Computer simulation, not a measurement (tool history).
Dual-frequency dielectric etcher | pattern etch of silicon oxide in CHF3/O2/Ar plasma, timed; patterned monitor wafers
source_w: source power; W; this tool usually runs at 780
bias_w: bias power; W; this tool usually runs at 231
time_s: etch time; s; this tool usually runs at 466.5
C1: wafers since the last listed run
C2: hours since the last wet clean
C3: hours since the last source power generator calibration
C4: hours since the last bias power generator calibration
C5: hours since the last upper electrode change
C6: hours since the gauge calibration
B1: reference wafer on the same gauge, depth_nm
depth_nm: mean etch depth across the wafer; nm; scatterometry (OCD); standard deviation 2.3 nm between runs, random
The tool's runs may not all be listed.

Run 1, hour 0: usual settings but source_w 680 W; C1 0; C2 51.7; C3 2544; C4 1840.2; C5 3696.8; C6 866.1; B1 1209.9. Result: depth_nm 1049.6 nm.
Run 2, hour 28.4: usual settings but source_w 680 W; C1 113; C2 80.1; C3 2572.4; C4 1868.6; C5 3725.2; C6 894.5; B1 1210.1. Result: depth_nm 1047.7 nm.
At hour 60.4: bias power generator calibrated.
Run 3, hour 60.9: usual settings but source_w 680 W; C1 114; C2 112.6; C3 2604.9; C4 0.5; C5 3757.7; C6 927; B1 1210.4. Result: depth_nm 1045.7 nm.
At hour 86.2: upper electrode replaced.
Run 4, hour 86.7: usual settings; C1 7; C2 138.4; C3 2630.7; C4 26.3; C5 0.5; C6 952.8; B1 1210.2. Result: depth_nm 1091.8 nm.
Run 5, hour 102.2: usual settings but time_s 425 s; C1 62; C2 153.9; C3 2646.2; C4 41.8; C5 16; C6 968.3; B1 1209.9. Result: depth_nm 997.7 nm.
Run 6, hour 122.1: usual settings; C1 79; C2 173.8; C3 2666.1; C4 61.7; C5 35.9; C6 988.2; B1 1209.9. Result: depth_nm 1094.4 nm.
Run 7, hour 155: usual settings; C1 131; C2 206.7; C3 2699; C4 94.6; C5 68.8; C6 1021.1; B1 1210.2. Result: depth_nm 1090.6 nm.
Run 8, hour 173.1: usual settings; C1 72; C2 224.8; C3 2717.1; C4 112.7; C5 86.9; C6 1039.2; B1 1209.6. Result: depth_nm 1091.2 nm.
Run 9, hour 200.1: usual settings but bias_w 251 W; C1 108; C2 251.8; C3 2744.1; C4 139.7; C5 113.9; C6 1066.2; B1 1210.4. Result: depth_nm 1117.3 nm.
Run 10, hour 229.1: usual settings but source_w 610 W, bias_w 287 W, time_s 407 s; C1 116; C2 280.8; C3 2773.1; C4 168.7; C5 142.9; C6 1095.2; B1 1209.9. Result: depth_nm 917.2 nm.
At hour 250.9: gauge calibrated.
Run 11, hour 252.2: usual settings but time_s 389.5 s; C1 92; C2 303.9; C3 2796.2; C4 191.8; C5 166; C6 1.3; B1 1209.3. Result: depth_nm 909.6 nm.
Run 12, hour 273.9: usual settings but source_w 830 W, bias_w 248 W, time_s 334.5 s; C1 87; C2 325.6; C3 2817.9; C4 213.5; C5 187.7; C6 23; B1 1209.7. Result: depth_nm 809.2 nm.
Run 13, hour 287.3: usual settings; C1 53; C2 339; C3 2831.3; C4 226.9; C5 201.1; C6 36.4; B1 1210. Result: depth_nm 1089.5 nm.
Run 14, hour 303.9: usual settings; C1 66; C2 355.6; C3 2847.9; C4 243.5; C5 217.7; C6 53; B1 1210. Result: depth_nm 1090 nm.
Run 15, hour 321.3: usual settings; C1 69; C2 373; C3 2865.3; C4 260.9; C5 235.1; C6 70.4; B1 1209.8. Result: depth_nm 1083.2 nm.
Run 16, hour 346.4: usual settings but source_w 700 W, bias_w 176 W, time_s 372 s; C1 100; C2 398.1; C3 2890.4; C4 286; C5 260.2; C6 95.5; B1 1209.7. Result: depth_nm 784.5 nm.
Run 17, hour 374.7: usual settings but bias_w 199 W; C1 113; C2 426.4; C3 2918.7; C4 314.3; C5 288.5; C6 123.8; B1 1210.6. Result: depth_nm 1052.5 nm.
Run 18, hour 388.9: usual settings but source_w 660 W; C1 56; C2 440.6; C3 2932.9; C4 328.5; C5 302.7; C6 138; B1 1209.5. Result: depth_nm 1023 nm.
Run 19, hour 412.5: usual settings; C1 94; C2 464.2; C3 2956.5; C4 352.1; C5 326.3; C6 161.6; B1 1210.2. Result: depth_nm 1083.2 nm.
Run 20, hour 448: usual settings but bias_w 195 W, time_s 545 s; C1 142; C2 499.7; C3 2992; C4 387.6; C5 361.8; C6 197.1; B1 1210.3. Result: depth_nm 1215.2 nm.
Run 21, hour 470.2: usual settings but bias_w 255 W, time_s 363.5 s; C1 89; C2 521.9; C3 3014.2; C4 409.8; C5 384; C6 219.3; B1 1210.5. Result: depth_nm 858.4 nm.
Run 22, hour 494.5: usual settings but source_w 700 W, bias_w 271 W, time_s 335 s; C1 97; C2 546.2; C3 3038.5; C4 434.1; C5 408.3; C6 243.6; B1 1210.2. Result: depth_nm 776 nm.
At hour 523: wet clean of the chamber.
Run 23, hour 523.5: usual settings but source_w 600 W, bias_w 207 W, time_s 524 s; C1 20; C2 0.5; C3 3067.5; C4 463.1; C5 437.3; C6 272.6; B1 1210.5. Result: depth_nm 1105.2 nm.
At hour 536: source power generator calibrated.
Run 24, hour 546.2: usual settings but source_w 900 W; C1 74; C2 23.2; C3 10.2; C4 485.8; C5 460; C6 295.3; B1 1210.4. Result: depth_nm 1162 nm.
Run 25, hour 576.8: usual settings; C1 122; C2 53.8; C3 40.8; C4 516.4; C5 490.6; C6 325.9; B1 1209.2. Result: depth_nm 1101.9 nm.
Run 26, hour 601: usual settings but source_w 710 W, bias_w 189 W, time_s 406.5 s; C1 97; C2 78; C3 65; C4 540.6; C5 514.8; C6 350.1; B1 1209.8. Result: depth_nm 891.5 nm.
Run 27, hour 636.6: usual settings but source_w 590 W, bias_w 186 W, time_s 408 s; C1 142; C2 113.6; C3 100.6; C4 576.2; C5 550.4; C6 385.7; B1 1209.8. Result: depth_nm 834.5 nm.
Run 28, hour 659.6: usual settings but bias_w 204 W; C1 92; C2 136.6; C3 123.6; C4 599.2; C5 573.4; C6 408.7; B1 1209.8. Result: depth_nm 1068.3 nm.
Run 29, hour 692: usual settings; C1 129; C2 169; C3 156; C4 631.6; C5 605.8; C6 441.1; B1 1210.4. Result: depth_nm 1097.5 nm.
Run 30, hour 712.3: usual settings but source_w 600 W, bias_w 251 W, time_s 364.5 s; C1 81; C2 189.3; C3 176.3; C4 651.9; C5 626.1; C6 461.4; B1 1209.9. Result: depth_nm 798.2 nm.
Run 31, hour 775.5: usual settings but source_w 890 W, bias_w 183 W, time_s 369 s; C1 253; C2 252.5; C3 239.5; C4 715.1; C5 689.3; C6 524.6; B1 1209.3. Result: depth_nm 861 nm.

3 ways to go on from here, each from the tool as it stands after run 31. What would each give?
Run A, hour 776: usual settings but source_w 590 W; C1 2; C2 253; C3 240; C4 715.6; C5 689.8; C6 525.1; B1 ?. Result: depth_nm ?.
Run B, hour 776: usual settings but source_w 920 W, bias_w 264 W, time_s 525 s; C1 2; C2 253; C3 240; C4 715.6; C5 689.8; C6 525.1; B1 ?. Result: depth_nm ?.
Run C, hour 776: usual settings but source_w 610 W, bias_w 216 W, time_s 355 s; C1 2; C2 253; C3 240; C4 715.6; C5 689.8; C6 525.1; B1 ?. Result: depth_nm ?.

run    B1  depth_nm
  A  1210     989.9
  B  1210    1342.3
  C  1210     750.6
Stripped of hidden state, with their random variation kept, the same runs would have yielded:
run  depth_nm
  A     995.5
  B      1350
  C     754.9
